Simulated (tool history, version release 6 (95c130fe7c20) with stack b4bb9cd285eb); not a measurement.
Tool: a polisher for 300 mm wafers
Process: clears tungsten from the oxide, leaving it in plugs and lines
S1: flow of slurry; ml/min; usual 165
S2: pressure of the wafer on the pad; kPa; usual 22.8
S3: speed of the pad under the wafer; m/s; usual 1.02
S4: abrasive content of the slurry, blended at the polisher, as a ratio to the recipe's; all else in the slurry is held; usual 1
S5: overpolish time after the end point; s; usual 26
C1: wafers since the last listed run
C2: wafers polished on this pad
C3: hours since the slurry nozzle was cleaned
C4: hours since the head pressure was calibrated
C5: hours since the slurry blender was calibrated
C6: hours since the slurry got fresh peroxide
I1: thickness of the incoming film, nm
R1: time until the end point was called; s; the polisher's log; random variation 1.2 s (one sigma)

run   hour   S1    S2    S3    S4  S5   C1   C2     C3     C4     C5     C6     I1     R1
  1      0  165  22.8  1.02     1  26    0  937  294.7  607.3   87.8   55.5  387.8     81
       9.5  -- worn pad replaced by a new one
  2    9.8  165  22.8  1.02     1  26   67    4  304.5  617.1   97.6   65.3  378.3   78.6
  3   22.5  165  22.8  1.02     1  26  148  152  317.2  629.8  110.3     78  383.4   79.2
  4   35.4  165  22.8  1.02     1  26  151  303  330.1  642.7  123.2   90.9  378.4     77
  5   50.3  165  22.8  1.02     1  26  174  478    345  657.6  138.1  105.8  375.4   77.4
  6   58.8  165  22.8  1.02     1  26   99  577  353.5  666.1  146.6  114.3  379.7   77.5
  7   65.2  165  22.8  1.02     1  26   74  652  359.9  672.5    153  120.7  384.7   80.8
      80.4  -- worn pad replaced by a new one
  8   80.9  165  22.8  1.02     1  26  137    5  375.6  688.2  168.7  136.4  383.9   76.3
      84.4  -- slurry tank refilled with fresh slurry and peroxide
      85.2  -- slurry nozzle cleaned
  9   85.7  165  22.8  1.02     1  26   35   40    0.5    693  173.5    1.3  386.1     79
     101.9  -- slurry blender recalibrated
 10  120.4  165  26.9  1.02  1.15  26  382  423   35.2  727.7   18.5     36  375.2   63.2
     136.9  -- head pressure recalibrated
 11  137.4  185  22.8  0.72     1  19  175  599   52.2    0.5   35.5     53  382.7  101.4
 12  151.1  165  22.8  1.02     1  26  160  759   65.9   14.2   49.2   66.7    380   84.8
     164.4  -- worn pad replaced by a new one
 13  165.8  165  22.8  0.74  1.25  26  125   16   80.6   28.9   63.9   81.4  387.1   96.6
 14  173.3  165  30.3  1.14  0.85  21   87  104   88.1   36.4   71.4   88.9  379.7   62.2
 15  183.8  165  22.8  1.02     1  26  122  227   98.6   46.9   81.9   99.4    380   82.7
 16  190.5  105  25.5  1.24     1  20   78  306  105.3   53.6   88.6  106.1  373.8   71.2
 17  201.3  165  22.8  1.02   0.9  26  126  432  116.1   64.4   99.4  116.9  375.7   86.4
     219.8  -- slurry tank refilled with fresh slurry and peroxide
 18  220.3  165  22.8  0.68     1  26  210  643  135.1   83.4  118.4    0.5  383.1  108.8
     232.2  -- worn pad replaced by a new one
 19  232.7  165  30.3  1.14  0.85  21   98    6  147.5   95.8  130.8   12.9  380.7     63
 20  242.2  165  22.8  1.02  1.25  26  111  117    157  105.3  140.3   22.4  380.6   81.2
 21  251.6  165  22.8  0.66     1  26  110  227  166.4  114.7  149.7   31.8  379.4  106.5
 22  263.4  165  15.2  0.78     1  26  138  365  178.2  126.5  161.5   43.6  376.5  140.9
     270.2  -- slurry blender recalibrated
 23  276.7  110  22.8  1.02     1  26  132  498  191.5  139.8    6.5   56.9  380.4   90.3
 24  285.9  165    20  1.02   0.9  26  107  605  200.7    149   15.7   66.1  381.5   97.1
 25  297.7  165  22.8  1.02   0.7  33  138  744  212.5  160.8   27.5   77.9  381.8   91.5
     316.9  -- worn pad replaced by a new one
 26  317.4  110  25.5  1.02   1.1  26  183    5  232.2  180.5   47.2   97.6  381.5   81.3
 27  322.2  165  22.8  1.02     1  26   56   61    237  185.3     52  102.4  383.1   83.9

Forecast each of these 3 alternatives for the next run:
  A  322.7  135  22.8  1.02     1  26   5  67  237.5  185.8  52.5  102.9  379.9   ?
  B  322.7  150  22.8  1.14   0.9  26   5  67  237.5  185.8  52.5  102.9  379.9   ?
  C  322.7  165  22.8  1.02  1.15  37   5  67  237.5  185.8  52.5  102.9  379.9   ?

run    R1
  A  86.1
  B  81.2
  C  81.6
Without the tool's hidden state the same runs would have given:
run    R1
  A  86.9
  B    82
  C  82.3
